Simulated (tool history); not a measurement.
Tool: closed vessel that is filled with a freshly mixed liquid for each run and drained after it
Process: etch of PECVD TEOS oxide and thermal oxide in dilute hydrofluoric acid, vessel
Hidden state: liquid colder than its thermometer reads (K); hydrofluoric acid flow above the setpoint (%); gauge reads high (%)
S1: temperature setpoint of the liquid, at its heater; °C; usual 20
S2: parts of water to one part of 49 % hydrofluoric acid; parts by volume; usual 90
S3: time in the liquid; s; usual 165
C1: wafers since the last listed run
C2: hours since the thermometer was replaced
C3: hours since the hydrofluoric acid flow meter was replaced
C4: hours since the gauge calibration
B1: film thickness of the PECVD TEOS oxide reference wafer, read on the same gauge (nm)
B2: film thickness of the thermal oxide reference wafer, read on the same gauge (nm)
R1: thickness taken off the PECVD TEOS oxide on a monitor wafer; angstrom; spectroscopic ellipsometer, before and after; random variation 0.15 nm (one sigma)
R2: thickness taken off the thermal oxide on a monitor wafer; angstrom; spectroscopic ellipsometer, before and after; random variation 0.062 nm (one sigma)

run 1 day=0 | S1=18 S2=70 S3=165 | C1=0 C2=409.5 C3=1585.2 C4=135.4 | B1=150 B2=140.02 | R1=304.2 R2=86.9
run 2 day=1.392 | S1=18 S2=70 S3=165 | C1=3702 C2=442.9 C3=1618.6 C4=168.8 | B1=149.98 B2=140.02 | R1=301.9 R2=87.4
run 3 day=2.658 | S1=18 S2=70 S3=165 | C1=3369 C2=473.3 C3=1649 C4=199.2 | B1=149.98 B2=140.03 | R1=301.4 R2=86.8
run 4 day=4.154 | S1=20 S2=115 S3=165 | C1=3979 C2=509.2 C3=1684.9 C4=235.1 | B1=150.05 B2=139.99 | R1=190 R2=54.9
-- day=4.383 gauge calibrated
run 5 day=5.05 | S1=20 S2=115 S3=165 | C1=2383 C2=530.7 C3=1706.4 C4=16 | B1=149.93 B2=139.98 | R1=190.6 R2=55.1
run 6 day=5.875 | S1=22 S2=90 S3=165 | C1=2194 C2=550.5 C3=1726.2 C4=35.8 | B1=149.98 B2=140 | R1=267.5 R2=77.9
run 7 day=6.55 | S1=20 S2=90 S3=165 | C1=1795 C2=566.7 C3=1742.4 C4=52 | B1=150.02 B2=140.03 | R1=246 R2=72.3
run 8 day=7.362 | S1=20 S2=90 S3=165 | C1=2161 C2=586.2 C3=1761.9 C4=71.5 | B1=149.97 B2=140.01 | R1=249 R2=71.6
run 9 day=8.108 | S1=20 S2=90 S3=165 | C1=1984 C2=604.1 C3=1779.8 C4=89.4 | B1=150.05 B2=139.97 | R1=242.4 R2=70.1
-- day=8.621 hydrofluoric acid flow meter replaced
run 10 day=8.996 | S1=17 S2=90 S3=165 | C1=2250 C2=625.4 C3=9 C4=110.7 | B1=150.07 B2=140.01 | R1=216.8 R2=62.3
run 11 day=10.429 | S1=22 S2=60 S3=165 | C1=3813 C2=659.8 C3=43.4 C4=145.1 | B1=150.07 B2=140.01 | R1=413.2 R2=118.4
-- day=10.958 thermometer replaced
run 12 day=11.162 | S1=18.5 S2=65 S3=165 | C1=1840 C2=4.9 C3=61 C4=162.7 | B1=149.97 B2=139.96 | R1=310.6 R2=89.7
run 13 day=12.033 | S1=24 S2=120 S3=235 | C1=2316 C2=25.8 C3=81.9 C4=183.6 | B1=149.99 B2=140.02 | R1=283.5 R2=82.7
run 14 day=13.171 | S1=20 S2=110 S3=165 | C1=3026 C2=53.1 C3=109.2 C4=210.9 | B1=149.98 B2=140.02 | R1=185.9 R2=53.8
-- day=13.896 thermometer replaced, repeated, since the last time left the tool worse
run 15 day=14.05 | S1=20 S2=115 S3=220 | C1=2228 C2=3.7 C3=130.3 C4=232 | B1=150.05 B2=139.96 | R1=265.9 R2=75.5
-- day=14.1 gauge calibrated
run 16 day=15.229 | S1=20 S2=90 S3=165 | C1=3136 C2=32 C3=158.6 C4=27.1 | B1=150.07 B2=140 | R1=259.8 R2=74
run 17 day=16.312 | S1=20 S2=90 S3=165 | C1=2882 C2=58 C3=184.6 C4=53.1 | B1=150.05 B2=139.97 | R1=256.4 R2=74.5
run 18 day=17.704 | S1=17 S2=100 S3=70 | C1=3702 C2=91.4 C3=218 C4=86.5 | B1=150.03 B2=140 | R1=87.1 R2=24.8

Forecast each of these 5 alternatives for the next run:
run A day=17.733 | S1=22.5 S2=90 S3=165 | C1=77 C2=92.1 C3=218.7 C4=87.2 | B1=? B2=? | R1=? R2=?
run B day=17.733 | S1=20 S2=45 S3=220 | C1=77 C2=92.1 C3=218.7 C4=87.2 | B1=? B2=? | R1=? R2=?
run C day=17.733 | S1=25 S2=105 S3=245 | C1=77 C2=92.1 C3=218.7 C4=87.2 | B1=? B2=? | R1=? R2=?
run D day=17.733 | S1=20 S2=65 S3=105 | C1=77 C2=92.1 C3=218.7 C4=87.2 | B1=? B2=? | R1=? R2=?
run E day=17.733 | S1=20 S2=90 S3=245 | C1=77 C2=92.1 C3=218.7 C4=87.2 | B1=? B2=? | R1=? R2=?

run=A B1=149.97 B2=140.01 R1=286.8 R2=83
run=B B1=149.97 B2=140.01 R1=727 R2=210.4
run=C B1=149.97 B2=140.01 R1=396.2 R2=114.7
run=D B1=149.97 B2=140.01 R1=234.6 R2=67.9
run=E B1=149.97 B2=140.01 R1=384.3 R2=111.2
Without the tool's hidden state the same runs would have given:
run=A R1=294 R2=85.1
run=B R1=746.2 R2=216
run=C R1=405.8 R2=117.5
run=D R1=240.7 R2=69.7
run=E R1=394.1 R2=114.1

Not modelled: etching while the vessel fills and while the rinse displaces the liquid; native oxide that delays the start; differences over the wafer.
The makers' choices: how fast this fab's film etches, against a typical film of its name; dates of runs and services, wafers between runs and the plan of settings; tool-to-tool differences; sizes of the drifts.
